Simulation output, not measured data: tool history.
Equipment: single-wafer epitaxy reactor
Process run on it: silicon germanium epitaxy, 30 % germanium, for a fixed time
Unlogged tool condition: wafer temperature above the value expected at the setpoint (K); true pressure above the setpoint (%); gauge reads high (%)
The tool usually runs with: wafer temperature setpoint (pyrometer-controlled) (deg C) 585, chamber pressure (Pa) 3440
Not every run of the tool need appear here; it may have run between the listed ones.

run	hour	wafer temperature setpoint (pyrometer-controlled) (deg C)	chamber pressure (Pa)	wafers since the last listed run	hours since the last pyrometer calibration	hours since the last manometer calibration	hours since the showerhead was replaced	hours since the gauge calibration	read-back reference wafer on the same gauge, thickness_nm	mean film thickness on the monitor wafer (nm)
1	0	582	3440	0	1781.7	1113	5277.5	308.5	57.95	53.13
2	10.5	594	3146	284	1792.2	1123.5	5288	319	57.91	65.815
3	24.7	594	3146	384	1806.4	1137.7	5302.2	333.2	58.004	66.232
4	37.6	594	3146	349	1819.3	1150.6	5315.1	346.1	58.052	65.62
5	53.8	585	3440	438	1835.5	1166.8	5331.3	362.3	58.078	57.19
6	64.8	585	3666	297	1846.5	1177.8	5342.3	373.3	57.875	58.283
7	82	585	3440	465	1863.7	1195	5359.5	390.5	58.075	57.091
8	94.1	585	3440	327	1875.8	1207.1	5371.6	402.6	57.968	56.73
9	105.4	585	3440	305	1887.1	1218.4	5382.9	413.9	58.037	57.24
# hour 115.8: showerhead replaced, of another model than before
10	120	585	3440	178	1901.7	1233	4.2	428.5	57.98	57.132
11	129.3	585	3440	251	1911	1242.3	13.5	437.8	57.93	57.751
# hour 146.4: pyrometer calibrated
12	146.9	585	3986	259	0.5	1259.9	31.1	455.4	57.851	54.381
# hour 158.5: capacitance manometer re-zeroed and calibrated
13	159	585	3986	110	12.6	0.5	43.2	467.5	58.032	53.872
14	162.2	585	3986	86	15.8	3.7	46.4	470.7	58.044	53.638
# hour 167.5: gauge calibrated
15	177.7	588	3440	419	31.3	19.2	61.9	10.2	57.994	55.138
16	184.6	597	3066	186	38.2	26.1	68.8	17.1	57.983	64.862
17	196	572	3066	308	49.6	37.5	80.2	28.5	57.964	37.341
18	202.9	577	3026	186	56.5	44.4	87.1	35.4	57.979	41.805
19	211.2	590	3440	224	64.8	52.7	95.4	43.7	57.9	57.403
20	222.3	585	4026	300	75.9	63.8	106.5	54.8	58.015	53.998
21	228.9	597	2800	178	82.5	70.4	113.1	61.4	58.103	62.873
22	242.1	585	3440	357	95.7	83.6	126.3	74.6	58.004	51.931
23	249.9	573	3733	211	103.5	91.4	134.1	82.4	57.943	40.333
24	263.5	585	4080	367	117.1	105	147.7	96	57.988	54.331
25	273.3	589	3960	265	126.9	114.8	157.5	105.8	58.036	58.635
26	286	570	2800	343	139.6	127.5	170.2	118.5	58.143	34.631
27	300.8	585	3440	400	154.4	142.3	185	133.3	57.892	51.708
28	318.3	585	3440	473	171.9	159.8	202.5	150.8	58.001	51.817
29	330.2	576	3440	321	183.8	171.7	214.4	162.7	58.015	42.455
30	338.5	585	2586	224	192.1	180	222.7	171	58.045	48.012
31	367.5	573	3733	784	221.1	209	251.7	200	57.873	41.155
32	399.9	585	4000	876	253.5	241.4	284.1	232.4	58.06	53.962
33	414.4	571	4146	392	268	255.9	298.6	246.9	57.884	40.4
34	425.1	591	3933	289	278.7	266.6	309.3	257.6	58.007	61.602
35	434.8	585	3440	262	288.4	276.3	319	267.3	57.951	51.457

Entry by entry between the runs, the difference in hidden state between the last listed run before and the first listed run after:
From run 9 to run 10: showerhead replaced, of another model than before (hour 115.8)
  wafer temperature above the value expected at the setpoint (K): 4.46 -> 4.53
  measured value less the no-hidden-state value, mean film thickness on the monitor wafer (nm): +5.223 -> +5.284
From run 11 to run 12: pyrometer calibrated (hour 146.4)
  wafer temperature above the value expected at the setpoint (K): 4.57 -> -0.163
  measured value less the no-hidden-state value, mean film thickness on the monitor wafer (nm): +5.388 -> -0.192
From run 12 to run 13: capacitance manometer re-zeroed and calibrated (hour 158.5)
  both runs share identical hidden conditions
  measured value less the no-hidden-state value, mean film thickness on the monitor wafer (nm): -0.192 -> -0.19
From run 14 to run 15: gauge calibrated (hour 167.5)
  wafer temperature above the value expected at the setpoint (K): -0.163 -> -0.162
  measured value less the no-hidden-state value, mean film thickness on the monitor wafer (nm): -0.189 -> -0.191
